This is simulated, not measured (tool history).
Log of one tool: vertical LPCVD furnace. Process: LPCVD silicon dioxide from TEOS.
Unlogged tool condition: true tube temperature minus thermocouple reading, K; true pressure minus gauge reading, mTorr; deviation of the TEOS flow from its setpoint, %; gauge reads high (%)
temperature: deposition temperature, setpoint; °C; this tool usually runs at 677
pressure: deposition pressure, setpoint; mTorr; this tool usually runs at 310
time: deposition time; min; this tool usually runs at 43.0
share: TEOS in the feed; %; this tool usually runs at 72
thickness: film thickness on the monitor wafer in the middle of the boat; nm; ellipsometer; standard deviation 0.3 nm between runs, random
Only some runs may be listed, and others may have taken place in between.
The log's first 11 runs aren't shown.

run,hour,temperature,pressure,time,share,wafers since the last listed run,hours since the last temperature calibration,hours since the pressure gauge was zeroed,hours since the TEOS flow controller was replaced,hours since the gauge calibration,"read-back reference wafer on the same gauge, thickness",thickness
12,160.0,684,310,43.0,72,42,3490.6,5.4,4361.4,343.9,168.02,259.05
13,164.8,684,310,43.0,72,41,3495.4,10.2,4366.2,348.7,168.00,258.69
14,178.6,684,310,43.0,72,119,3509.2,24.0,4380.0,362.5,167.98,258.28
# hour 211.6: TEOS flow controller replaced
15,212.1,686,310,43.0,72,82,3542.7,57.5,0.5,396.0,167.94,271.49
16,217.0,673,250,43.0,62,42,3547.6,62.4,5.4,400.9,167.99,165.97
17,223.7,677,235,32.5,72,58,3554.3,69.1,12.1,407.6,168.03,144.24
18,235.5,677,310,43.0,72,102,3566.1,80.9,23.9,419.4,167.97,219.55
19,251.9,687,310,43.0,72,142,3582.5,97.3,40.3,435.8,168.04,278.01
20,265.6,671,310,43.0,72,119,3596.2,111.0,54.0,449.5,168.00,190.28
# hour 307.5: thermocouples replaced and temperature profile calibrated
21,308.0,677,310,43.0,72,159,0.5,153.4,96.4,491.9,168.03,199.87
22,312.8,688,365,43.0,72,41,5.3,158.2,101.2,496.7,168.00,282.52
23,317.7,689,255,43.0,72,42,10.2,163.1,106.1,501.6,167.97,242.38
# hour 328.1: gauge calibrated
24,330.6,689,280,32.0,72,112,23.1,176.0,119.0,2.5,168.00,189.00
25,350.3,677,310,43.0,72,171,42.8,195.7,138.7,22.2,168.07,200.61
26,365.5,668,365,53.5,80,132,58.0,210.9,153.9,37.4,167.99,227.75
27,383.9,677,310,43.0,72,159,76.4,229.3,172.3,55.8,168.00,199.88
28,415.7,677,310,43.0,72,276,108.2,261.1,204.1,87.6,168.01,199.81
29,434.9,689,255,43.0,72,166,127.4,280.3,223.3,106.8,168.02,242.93
30,446.7,677,255,32.5,67,102,139.2,292.1,235.1,118.6,167.99,132.25
31,458.4,689,310,27.0,72,101,150.9,303.8,246.8,130.3,168.01,167.64

Predict each of these 3 candidate next runs independently; none follows another, all start after run 31:
A,463.3,677,270,43.0,72,42,155.8,308.7,251.7,135.2,?,?
B,463.3,687,245,43.0,72,42,155.8,308.7,251.7,135.2,?,?
C,463.3,687,265,26.0,85,42,155.8,308.7,251.7,135.2,?,?

run,"read-back reference wafer on the same gauge, thickness",thickness
A,168.01,186.74
B,168.01,226.45
C,168.01,154.72
Without the tool's unlogged condition, the same runs would have read:
run,thickness
A,185.34
B,224.78
C,153.59
